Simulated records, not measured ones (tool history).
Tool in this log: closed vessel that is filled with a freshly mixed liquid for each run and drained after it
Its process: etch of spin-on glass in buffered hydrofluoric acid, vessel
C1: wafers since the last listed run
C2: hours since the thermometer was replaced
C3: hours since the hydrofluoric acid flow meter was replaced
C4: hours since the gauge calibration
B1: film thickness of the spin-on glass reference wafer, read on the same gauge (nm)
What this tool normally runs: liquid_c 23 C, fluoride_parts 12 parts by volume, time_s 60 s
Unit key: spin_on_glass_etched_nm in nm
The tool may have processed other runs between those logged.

run 1 hour=0 | liquid_c=19 fluoride_parts=12 time_s=60 | C1=0 C2=1483.4 C3=286.5 C4=213.6 | B1=69.96 | spin_on_glass_etched_nm=156.1
run 2 hour=35.8 | liquid_c=19 fluoride_parts=12 time_s=60 | C1=3598 C2=1519.2 C3=322.3 C4=249.4 | B1=69.93 | spin_on_glass_etched_nm=157.33
run 3 hour=103.7 | liquid_c=25 fluoride_parts=12 time_s=60 | C1=6824 C2=1587.1 C3=390.2 C4=317.3 | B1=69.99 | spin_on_glass_etched_nm=218.46
run 4 hour=124.8 | liquid_c=25 fluoride_parts=12 time_s=60 | C1=2120 C2=1608.2 C3=411.3 C4=338.4 | B1=70.01 | spin_on_glass_etched_nm=220.7
run 5 hour=157.8 | liquid_c=23 fluoride_parts=12 time_s=60 | C1=3316 C2=1641.2 C3=444.3 C4=371.4 | B1=69.98 | spin_on_glass_etched_nm=198.08
run 6 hour=189.6 | liquid_c=23 fluoride_parts=12 time_s=60 | C1=3196 C2=1673 C3=476.1 C4=403.2 | B1=69.98 | spin_on_glass_etched_nm=197.47
run 7 hour=217.8 | liquid_c=23 fluoride_parts=12 time_s=60 | C1=2834 C2=1701.2 C3=504.3 C4=431.4 | B1=69.98 | spin_on_glass_etched_nm=197.26
run 8 hour=251.2 | liquid_c=23 fluoride_parts=12 time_s=60 | C1=3357 C2=1734.6 C3=537.7 C4=464.8 | B1=70.04 | spin_on_glass_etched_nm=195.86
run 9 hour=283.5 | liquid_c=23 fluoride_parts=8 time_s=40 | C1=3246 C2=1766.9 C3=570 C4=497.1 | B1=70.01 | spin_on_glass_etched_nm=192.68
-- hour=311.7 hydrofluoric acid flow meter replaced
-- hour=313.2 thermometer replaced
run 10 hour=346.7 | liquid_c=23 fluoride_parts=8 time_s=40 | C1=6151 C2=33.5 C3=35 C4=560.3 | B1=70.05 | spin_on_glass_etched_nm=169.96
run 11 hour=375.1 | liquid_c=23 fluoride_parts=12 time_s=85 | C1=2854 C2=61.9 C3=63.4 C4=588.7 | B1=70.02 | spin_on_glass_etched_nm=246.21
run 12 hour=389.7 | liquid_c=23 fluoride_parts=12 time_s=60 | C1=1467 C2=76.5 C3=78 C4=603.3 | B1=70 | spin_on_glass_etched_nm=171.34
run 13 hour=414.1 | liquid_c=23 fluoride_parts=12 time_s=60 | C1=2452 C2=100.9 C3=102.4 C4=627.7 | B1=70.01 | spin_on_glass_etched_nm=174.3
-- hour=423.4 gauge calibrated
run 14 hour=427.7 | liquid_c=18 fluoride_parts=16.5 time_s=40 | C1=1366 C2=114.5 C3=116 C4=4.3 | B1=70.02 | spin_on_glass_etched_nm=63.49
run 15 hour=442.2 | liquid_c=23 fluoride_parts=12 time_s=60 | C1=1457 C2=129 C3=130.5 C4=18.8 | B1=70.04 | spin_on_glass_etched_nm=174.05
run 16 hour=474.1 | liquid_c=23 fluoride_parts=12 time_s=35 | C1=3206 C2=160.9 C3=162.4 C4=50.7 | B1=69.97 | spin_on_glass_etched_nm=102.12
run 17 hour=504.2 | liquid_c=27.5 fluoride_parts=16 time_s=60 | C1=3025 C2=191 C3=192.5 C4=80.8 | B1=70.01 | spin_on_glass_etched_nm=167.29
run 18 hour=524 | liquid_c=21 fluoride_parts=15.5 time_s=95 | C1=1990 C2=210.8 C3=212.3 C4=100.6 | B1=70 | spin_on_glass_etched_nm=191.94
run 19 hour=558.8 | liquid_c=23 fluoride_parts=12 time_s=50 | C1=3497 C2=245.6 C3=247.1 C4=135.4 | B1=70.02 | spin_on_glass_etched_nm=145.92
run 20 hour=590.7 | liquid_c=23 fluoride_parts=17 time_s=60 | C1=3206 C2=277.5 C3=279 C4=167.3 | B1=70.02 | spin_on_glass_etched_nm=126.53
run 21 hour=621.5 | liquid_c=19.5 fluoride_parts=12 time_s=30 | C1=3095 C2=308.3 C3=309.8 C4=198.1 | B1=69.98 | spin_on_glass_etched_nm=72.26
run 22 hour=639.3 | liquid_c=19.5 fluoride_parts=16.5 time_s=80 | C1=1789 C2=326.1 C3=327.6 C4=215.9 | B1=70.02 | spin_on_glass_etched_nm=142.96
run 23 hour=673.4 | liquid_c=23 fluoride_parts=7.5 time_s=60 | C1=3427 C2=360.2 C3=361.7 C4=250 | B1=70.02 | spin_on_glass_etched_nm=276.55
run 24 hour=685.8 | liquid_c=28 fluoride_parts=16 time_s=95 | C1=1246 C2=372.6 C3=374.1 C4=262.4 | B1=69.99 | spin_on_glass_etched_nm=275.65
run 25 hour=700.2 | liquid_c=23 fluoride_parts=8 time_s=40 | C1=1447 C2=387 C3=388.5 C4=276.8 | B1=70.03 | spin_on_glass_etched_nm=173.56
run 26 hour=724.4 | liquid_c=23 fluoride_parts=15 time_s=60 | C1=2432 C2=411.2 C3=412.7 C4=301 | B1=69.96 | spin_on_glass_etched_nm=144.06
run 27 hour=750.6 | liquid_c=23 fluoride_parts=12 time_s=60 | C1=2633 C2=437.4 C3=438.9 C4=327.2 | B1=69.98 | spin_on_glass_etched_nm=178.74

Branching from run 27: 5 alternative next runs. What would each branch give?
run A hour=751.3 | liquid_c=23 fluoride_parts=12 time_s=60 | C1=70 C2=438.1 C3=439.6 C4=327.9 | B1=? | spin_on_glass_etched_nm=?
run B hour=751.3 | liquid_c=18.5 fluoride_parts=9 time_s=85 | C1=70 C2=438.1 C3=439.6 C4=327.9 | B1=? | spin_on_glass_etched_nm=?
run C hour=751.3 | liquid_c=27.5 fluoride_parts=12 time_s=60 | C1=70 C2=438.1 C3=439.6 C4=327.9 | B1=? | spin_on_glass_etched_nm=?
run D hour=751.3 | liquid_c=21.5 fluoride_parts=9.5 time_s=75 | C1=70 C2=438.1 C3=439.6 C4=327.9 | B1=? | spin_on_glass_etched_nm=?
run E hour=751.3 | liquid_c=25.5 fluoride_parts=13.5 time_s=75 | C1=70 C2=438.1 C3=439.6 C4=327.9 | B1=? | spin_on_glass_etched_nm=?

run=A B1=69.97 spin_on_glass_etched_nm=180.01
run=B B1=69.97 spin_on_glass_etched_nm=253.66
run=C B1=69.97 spin_on_glass_etched_nm=229.38
run=D B1=69.97 spin_on_glass_etched_nm=255.67
run=E B1=69.97 spin_on_glass_etched_nm=229.63
Had the tool no hidden state, the same runs would have come out as:
run=A spin_on_glass_etched_nm=172.77
run=B spin_on_glass_etched_nm=243.15
run=C spin_on_glass_etched_nm=220.41
run=D spin_on_glass_etched_nm=245.29
run=E spin_on_glass_etched_nm=220.53
